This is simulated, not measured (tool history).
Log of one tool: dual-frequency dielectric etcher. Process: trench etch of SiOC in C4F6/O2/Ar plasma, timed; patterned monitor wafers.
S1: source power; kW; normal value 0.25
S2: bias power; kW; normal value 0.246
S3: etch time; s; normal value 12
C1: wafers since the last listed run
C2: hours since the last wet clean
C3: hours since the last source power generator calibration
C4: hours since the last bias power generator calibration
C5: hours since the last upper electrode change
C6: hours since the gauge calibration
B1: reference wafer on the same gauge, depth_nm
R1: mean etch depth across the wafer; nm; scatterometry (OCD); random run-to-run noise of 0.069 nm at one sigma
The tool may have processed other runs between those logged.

{"run": 1, "day": 0.0, "S1": 0.25, "S2": 0.246, "S3": 12, "C1": 0, "C2": 581.8, "C3": 348.5, "C4": 2484.4, "C5": 2161.2, "C6": 403.3, "B1": 21.21, "R1": 25.09}
{"run": 2, "day": 4.204, "S1": 0.25, "S2": 0.246, "S3": 12, "C1": 882, "C2": 682.7, "C3": 449.4, "C4": 2585.3, "C5": 2262.1, "C6": 504.2, "B1": 21.19, "R1": 25.19}
{"run": 3, "day": 6.154, "S1": 0.25, "S2": 0.246, "S3": 12, "C1": 409, "C2": 729.5, "C3": 496.2, "C4": 2632.1, "C5": 2308.9, "C6": 551, "B1": 21.2, "R1": 25.15}
{"run": 4, "day": 8.858, "S1": 0.25, "S2": 0.246, "S3": 12, "C1": 567, "C2": 794.4, "C3": 561.1, "C4": 2697, "C5": 2373.8, "C6": 615.9, "B1": 21.2, "R1": 25.05}
{"run": 5, "day": 10.879, "S1": 0.25, "S2": 0.246, "S3": 12, "C1": 424, "C2": 842.9, "C3": 609.6, "C4": 2745.5, "C5": 2422.3, "C6": 664.4, "B1": 21.2, "R1": 25.14}
{"day": 12.517, "done": "wet clean of the chamber"}
{"day": 20.642, "done": "upper electrode replaced"}
{"run": 6, "day": 21.196, "S1": 0.28, "S2": 0.246, "S3": 12, "C1": 1745, "C2": 208.3, "C3": 857.2, "C4": 2993.1, "C5": 13.3, "C6": 912, "B1": 21.2, "R1": 26.28}
{"run": 7, "day": 23.1, "S1": 0.25, "S2": 0.246, "S3": 14.5, "C1": 399, "C2": 254, "C3": 902.9, "C4": 3038.8, "C5": 59, "C6": 957.7, "B1": 21.21, "R1": 29.96}
{"run": 8, "day": 24.967, "S1": 0.22, "S2": 0.285, "S3": 14, "C1": 391, "C2": 298.8, "C3": 947.7, "C4": 3083.6, "C5": 103.8, "C6": 1002.5, "B1": 21.19, "R1": 29.52}
{"run": 9, "day": 27.9, "S1": 0.31, "S2": 0.272, "S3": 10.5, "C1": 615, "C2": 369.2, "C3": 1018.1, "C4": 3154, "C5": 174.2, "C6": 1072.9, "B1": 21.21, "R1": 24.93}
{"run": 10, "day": 30.9, "S1": 0.25, "S2": 0.246, "S3": 12, "C1": 629, "C2": 441.2, "C3": 1090.1, "C4": 3226, "C5": 246.2, "C6": 1144.9, "B1": 21.19, "R1": 25.09}
{"run": 11, "day": 33.512, "S1": 0.25, "S2": 0.228, "S3": 12, "C1": 548, "C2": 503.9, "C3": 1152.8, "C4": 3288.7, "C5": 308.9, "C6": 1207.6, "B1": 21.21, "R1": 24.07}
{"run": 12, "day": 35.425, "S1": 0.25, "S2": 0.246, "S3": 12, "C1": 401, "C2": 549.8, "C3": 1198.7, "C4": 3334.6, "C5": 354.8, "C6": 1253.5, "B1": 21.2, "R1": 24.9}
{"run": 13, "day": 37.038, "S1": 0.27, "S2": 0.196, "S3": 14.5, "C1": 338, "C2": 588.5, "C3": 1237.4, "C4": 3373.3, "C5": 393.5, "C6": 1292.2, "B1": 21.2, "R1": 28.07}
{"run": 14, "day": 38.562, "S1": 0.25, "S2": 0.246, "S3": 10, "C1": 319, "C2": 625.1, "C3": 1274, "C4": 3409.9, "C5": 430.1, "C6": 1328.8, "B1": 21.19, "R1": 20.67}
{"day": 40.679, "done": "wet clean of the chamber"}
{"run": 15, "day": 42.35, "S1": 0.27, "S2": 0.246, "S3": 12, "C1": 584, "C2": 40.1, "C3": 1364.9, "C4": 3500.8, "C5": 521, "C6": 1419.7, "B1": 21.2, "R1": 25.65}
{"run": 16, "day": 46.208, "S1": 0.25, "S2": 0.246, "S3": 12, "C1": 809, "C2": 132.7, "C3": 1457.5, "C4": 3593.4, "C5": 613.6, "C6": 1512.3, "B1": 21.2, "R1": 24.88}
{"day": 46.842, "done": "bias power generator calibrated"}
{"run": 17, "day": 50.238, "S1": 0.25, "S2": 0.246, "S3": 12, "C1": 810, "C2": 229.4, "C3": 1554.2, "C4": 81.5, "C5": 710.3, "C6": 1609, "B1": 21.2, "R1": 24.93}
{"run": 18, "day": 54.717, "S1": 0.25, "S2": 0.212, "S3": 12, "C1": 939, "C2": 336.9, "C3": 1661.7, "C4": 189, "C5": 817.8, "C6": 1716.5, "B1": 21.21, "R1": 23.26}
{"run": 19, "day": 56.367, "S1": 0.21, "S2": 0.246, "S3": 15.5, "C1": 346, "C2": 376.5, "C3": 1701.3, "C4": 228.6, "C5": 857.4, "C6": 1756.1, "B1": 21.2, "R1": 29.77}
{"run": 20, "day": 58.362, "S1": 0.25, "S2": 0.246, "S3": 12, "C1": 418, "C2": 424.4, "C3": 1749.2, "C4": 276.5, "C5": 905.3, "C6": 1804, "B1": 21.2, "R1": 24.78}
{"run": 21, "day": 62.654, "S1": 0.25, "S2": 0.201, "S3": 12, "C1": 900, "C2": 527.4, "C3": 1852.2, "C4": 379.5, "C5": 1008.3, "C6": 1907, "B1": 21.2, "R1": 22.74}
{"run": 22, "day": 64.638, "S1": 0.25, "S2": 0.246, "S3": 12, "C1": 416, "C2": 575, "C3": 1899.8, "C4": 427.1, "C5": 1055.9, "C6": 1954.6, "B1": 21.2, "R1": 24.91}
{"run": 23, "day": 68.017, "S1": 0.29, "S2": 0.228, "S3": 10.5, "C1": 709, "C2": 656.1, "C3": 1980.9, "C4": 508.2, "C5": 1137, "C6": 2035.7, "B1": 21.2, "R1": 22.39}
{"run": 24, "day": 70.212, "S1": 0.29, "S2": 0.215, "S3": 8.5, "C1": 460, "C2": 708.8, "C3": 2033.6, "C4": 560.9, "C5": 1189.7, "C6": 2088.4, "B1": 21.2, "R1": 17.57}
{"run": 25, "day": 74.396, "S1": 0.22, "S2": 0.184, "S3": 12, "C1": 877, "C2": 809.2, "C3": 2134, "C4": 661.3, "C5": 1290.1, "C6": 2188.8, "B1": 21.22, "R1": 20.63}
{"day": 76.4, "done": "wet clean of the chamber"}
{"run": 26, "day": 77.838, "S1": 0.22, "S2": 0.291, "S3": 12, "C1": 512, "C2": 34.5, "C3": 2216.6, "C4": 743.9, "C5": 1372.7, "C6": 2271.4, "B1": 21.2, "R1": 25.29}
{"run": 27, "day": 81.7, "S1": 0.25, "S2": 0.27, "S3": 9, "C1": 810, "C2": 127.2, "C3": 2309.3, "C4": 836.6, "C5": 1465.4, "C6": 2364.1, "B1": 21.19, "R1": 19.39}
{"run": 28, "day": 86.192, "S1": 0.3, "S2": 0.304, "S3": 12, "C1": 942, "C2": 235, "C3": 2417.1, "C4": 944.4, "C5": 1573.2, "C6": 2471.9, "B1": 21.2, "R1": 29.42}
{"day": 87.779, "done": "source power generator calibrated"}
{"run": 29, "day": 88.917, "S1": 0.25, "S2": 0.246, "S3": 12, "C1": 536, "C2": 300.4, "C3": 27.3, "C4": 1009.8, "C5": 1638.6, "C6": 2537.3, "B1": 21.2, "R1": 25.32}

Branching from run 29: 5 alternative next runs. What would each branch give?
{"run": "A", "day": 88.933, "S1": 0.25, "S2": 0.246, "S3": 12, "C1": 3, "C2": 300.8, "C3": 27.7, "C4": 1010.2, "C5": 1639, "C6": 2537.7, "B1": "?", "R1": "?"}
{"run": "B", "day": 88.933, "S1": 0.27, "S2": 0.22, "S3": 13.5, "C1": 3, "C2": 300.8, "C3": 27.7, "C4": 1010.2, "C5": 1639, "C6": 2537.7, "B1": "?", "R1": "?"}
{"run": "C", "day": 88.933, "S1": 0.29, "S2": 0.194, "S3": 14.5, "C1": 3, "C2": 300.8, "C3": 27.7, "C4": 1010.2, "C5": 1639, "C6": 2537.7, "B1": "?", "R1": "?"}
{"run": "D", "day": 88.933, "S1": 0.25, "S2": 0.305, "S3": 12, "C1": 3, "C2": 300.8, "C3": 27.7, "C4": 1010.2, "C5": 1639, "C6": 2537.7, "B1": "?", "R1": "?"}
{"run": "E", "day": 88.933, "S1": 0.27, "S2": 0.213, "S3": 9, "C1": 3, "C2": 300.8, "C3": 27.7, "C4": 1010.2, "C5": 1639, "C6": 2537.7, "B1": "?", "R1": "?"}

run=A B1=21.21 R1=25.35
run=B B1=21.21 R1=28.07
run=C B1=21.21 R1=29.42
run=D B1=21.21 R1=27.84
run=E B1=21.21 R1=18.45
Without the tool's hidden state the same runs would have given:
run=A R1=25.41
run=B R1=28.13
run=C R1=29.48
run=D R1=27.9
run=E R1=18.49

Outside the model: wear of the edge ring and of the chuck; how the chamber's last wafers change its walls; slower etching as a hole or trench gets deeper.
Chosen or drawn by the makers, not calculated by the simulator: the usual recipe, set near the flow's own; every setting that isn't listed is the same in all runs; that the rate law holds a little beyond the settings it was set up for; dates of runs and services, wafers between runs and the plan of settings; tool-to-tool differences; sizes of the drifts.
